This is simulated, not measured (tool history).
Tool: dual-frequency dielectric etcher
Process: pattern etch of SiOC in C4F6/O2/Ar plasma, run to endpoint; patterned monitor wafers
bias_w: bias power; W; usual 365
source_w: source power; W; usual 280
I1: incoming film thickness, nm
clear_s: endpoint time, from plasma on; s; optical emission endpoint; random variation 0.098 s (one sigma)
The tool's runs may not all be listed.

Run 1, day 0.000: usual settings; I1 42.82. Result: clear_s 18.3 s.
Run 2, day 0.367: usual settings; I1 43.54. Result: clear_s 18.5 s.
Run 3, day 0.888: usual settings; I1 43.50. Result: clear_s 18.4 s.
Run 4, day 1.388: usual settings; I1 43.11. Result: clear_s 18.4 s.
Run 5, day 2.112: usual settings; I1 42.77. Result: clear_s 18.2 s.
Run 6, day 2.808: usual settings; I1 43.10. Result: clear_s 18.4 s.
Run 7, day 3.138: usual settings but source_w 310 W; I1 42.57. Result: clear_s 17.2 s.
Run 8, day 3.446: usual settings; I1 43.11. Result: clear_s 18.4 s.
Run 9, day 3.700: usual settings; I1 43.09. Result: clear_s 18.2 s.
Run 10, day 4.438: usual settings; I1 42.74. Result: clear_s 18.2 s.
Run 11, day 4.754: usual settings but bias_w 296 W; I1 42.73. Result: clear_s 19.9 s.
At day 5.946: upper electrode replaced.
Run 12, day 5.967: usual settings but bias_w 296 W; I1 43.08. Result: clear_s 19.6 s.
Run 13, day 5.979: usual settings but bias_w 296 W; I1 43.47. Result: clear_s 20.0 s.
Run 14, day 6.233: usual settings; I1 42.83. Result: clear_s 18.0 s.
At day 7.262: source power generator calibrated.
At day 7.288: wet clean of the chamber.
Run 15, day 7.308: usual settings but bias_w 276 W, source_w 350 W; I1 43.45. Result: clear_s 20.6 s.
Run 16, day 7.321: usual settings; I1 42.97. Result: clear_s 20.0 s.
Run 17, day 7.738: usual settings but bias_w 336 W; I1 42.85. Result: clear_s 20.8 s.
At day 7.962: bias power generator calibrated.
Run 18, day 8.008: usual settings but bias_w 278 W, source_w 300 W; I1 43.01. Result: clear_s 21.8 s.
Run 19, day 8.396: usual settings; I1 43.32. Result: clear_s 20.2 s.
Run 20, day 9.017: usual settings but bias_w 276 W, source_w 350 W; I1 42.84. Result: clear_s 20.3 s.
At day 10.050: wet clean of the chamber, repeated, since the last time left the tool worse.
Run 21, day 10.071: usual settings but bias_w 438 W, source_w 240 W; I1 43.35. Result: clear_s 18.9 s.
Run 22, day 10.088: usual settings but bias_w 412 W; I1 43.03. Result: clear_s 18.0 s.
Run 23, day 10.217: usual settings but source_w 340 W; I1 43.10. Result: clear_s 17.2 s.
Run 24, day 10.642: usual settings; I1 43.16. Result: clear_s 19.1 s.
Run 25, day 10.962: usual settings but bias_w 411 W, source_w 320 W; I1 43.10. Result: clear_s 17.1 s.
Run 26, day 11.517: usual settings but bias_w 454 W, source_w 260 W; I1 42.55. Result: clear_s 17.7 s.
Run 27, day 12.225: usual settings but bias_w 316 W, source_w 350 W; I1 43.07. Result: clear_s 18.1 s.
Run 28, day 12.950: usual settings but bias_w 413 W, source_w 210 W; I1 43.18. Result: clear_s 20.8 s.

Forecast each of these 5 alternatives for the next run:
Run A, day 12.967: usual settings; I1 42.65. Result: clear_s ?.
Run B, day 12.967: usual settings but bias_w 324 W, source_w 220 W; I1 42.65. Result: clear_s ?.
Run C, day 12.967: usual settings but source_w 220 W; I1 42.65. Result: clear_s ?.
Run D, day 12.967: usual settings but bias_w 314 W; I1 42.65. Result: clear_s ?.
Run E, day 12.967: usual settings but source_w 240 W; I1 42.65. Result: clear_s ?.

run  clear_s
  A     18.6
  B     21.9
  C     20.8
  D     19.8
  E     20.0
Without the tool's hidden state the same runs would have given:
run  clear_s
  A     18.5
  B     21.8
  C     20.7
  D     19.7
  E     19.9
